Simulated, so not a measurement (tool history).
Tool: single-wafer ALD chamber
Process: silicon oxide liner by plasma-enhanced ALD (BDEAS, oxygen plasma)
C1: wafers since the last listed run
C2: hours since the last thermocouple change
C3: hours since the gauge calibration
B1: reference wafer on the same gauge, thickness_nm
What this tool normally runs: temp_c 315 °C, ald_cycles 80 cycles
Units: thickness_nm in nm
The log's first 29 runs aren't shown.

{"run": 30, "hour": 1475.8, "temp_c": 300, "ald_cycles": 65, "C1": 224, "C2": 903.6, "C3": 1210.0, "B1": 6.064, "thickness_nm": 6.22}
{"run": 31, "hour": 1529.4, "temp_c": 310, "ald_cycles": 68, "C1": 185, "C2": 957.2, "C3": 1263.6, "B1": 6.075, "thickness_nm": 6.414}
{"run": 32, "hour": 1562.7, "temp_c": 309, "ald_cycles": 80, "C1": 115, "C2": 990.5, "C3": 1296.9, "B1": 6.079, "thickness_nm": 7.571}
{"run": 33, "hour": 1589.5, "temp_c": 302, "ald_cycles": 65, "C1": 92, "C2": 1017.3, "C3": 1323.7, "B1": 6.075, "thickness_nm": 6.182}
{"run": 34, "hour": 1622.8, "temp_c": 324, "ald_cycles": 92, "C1": 115, "C2": 1050.6, "C3": 1357.0, "B1": 6.084, "thickness_nm": 8.549}
{"hour": 1670.7, "done": "gauge calibrated"}
{"run": 35, "hour": 1693.9, "temp_c": 302, "ald_cycles": 95, "C1": 246, "C2": 1121.7, "C3": 23.2, "B1": 5.928, "thickness_nm": 8.863}
{"hour": 1742.1, "done": "thermocouple changed; heater temperature recalibrated"}
{"run": 36, "hour": 1742.6, "temp_c": 315, "ald_cycles": 80, "C1": 141, "C2": 0.5, "C3": 71.9, "B1": 5.936, "thickness_nm": 7.332}
{"run": 37, "hour": 1767.0, "temp_c": 315, "ald_cycles": 80, "C1": 84, "C2": 24.9, "C3": 96.3, "B1": 5.932, "thickness_nm": 7.342}
{"run": 38, "hour": 1822.2, "temp_c": 326, "ald_cycles": 80, "C1": 191, "C2": 80.1, "C3": 151.5, "B1": 5.938, "thickness_nm": 7.226}
{"run": 39, "hour": 1879.8, "temp_c": 300, "ald_cycles": 73, "C1": 199, "C2": 137.7, "C3": 209.1, "B1": 5.943, "thickness_nm": 6.818}
{"run": 40, "hour": 1905.4, "temp_c": 315, "ald_cycles": 80, "C1": 88, "C2": 163.3, "C3": 234.7, "B1": 5.947, "thickness_nm": 7.326}
{"run": 41, "hour": 1957.4, "temp_c": 315, "ald_cycles": 92, "C1": 180, "C2": 215.3, "C3": 286.7, "B1": 5.951, "thickness_nm": 8.447}
{"run": 42, "hour": 1984.4, "temp_c": 309, "ald_cycles": 91, "C1": 93, "C2": 242.3, "C3": 313.7, "B1": 5.95, "thickness_nm": 8.48}
{"run": 43, "hour": 2045.6, "temp_c": 320, "ald_cycles": 70, "C1": 212, "C2": 303.5, "C3": 374.9, "B1": 5.962, "thickness_nm": 6.414}
{"run": 44, "hour": 2073.9, "temp_c": 304, "ald_cycles": 92, "C1": 98, "C2": 331.8, "C3": 403.2, "B1": 5.957, "thickness_nm": 8.549}
{"run": 45, "hour": 2113.0, "temp_c": 300, "ald_cycles": 69, "C1": 135, "C2": 370.9, "C3": 442.3, "B1": 5.967, "thickness_nm": 6.483}
{"run": 46, "hour": 2182.6, "temp_c": 315, "ald_cycles": 80, "C1": 241, "C2": 440.5, "C3": 511.9, "B1": 5.97, "thickness_nm": 7.38}

Predict each of these 4 candidate next runs independently; none follows another, all start after run 46:
{"run": "A", "hour": 2183.1, "temp_c": 315, "ald_cycles": 84, "C1": 1, "C2": 441.0, "C3": 512.4, "B1": "?", "thickness_nm": "?"}
{"run": "B", "hour": 2183.1, "temp_c": 315, "ald_cycles": 70, "C1": 1, "C2": 441.0, "C3": 512.4, "B1": "?", "thickness_nm": "?"}
{"run": "C", "hour": 2183.1, "temp_c": 302, "ald_cycles": 87, "C1": 1, "C2": 441.0, "C3": 512.4, "B1": "?", "thickness_nm": "?"}
{"run": "D", "hour": 2183.1, "temp_c": 315, "ald_cycles": 68, "C1": 1, "C2": 441.0, "C3": 512.4, "B1": "?", "thickness_nm": "?"}

run=A B1=5.971 thickness_nm=7.767
run=B B1=5.971 thickness_nm=6.473
run=C B1=5.971 thickness_nm=8.176
run=D B1=5.971 thickness_nm=6.288
Without the tool's hidden state the same runs would have given:
run=A thickness_nm=7.729
run=B thickness_nm=6.440
run=C thickness_nm=8.135
run=D thickness_nm=6.256

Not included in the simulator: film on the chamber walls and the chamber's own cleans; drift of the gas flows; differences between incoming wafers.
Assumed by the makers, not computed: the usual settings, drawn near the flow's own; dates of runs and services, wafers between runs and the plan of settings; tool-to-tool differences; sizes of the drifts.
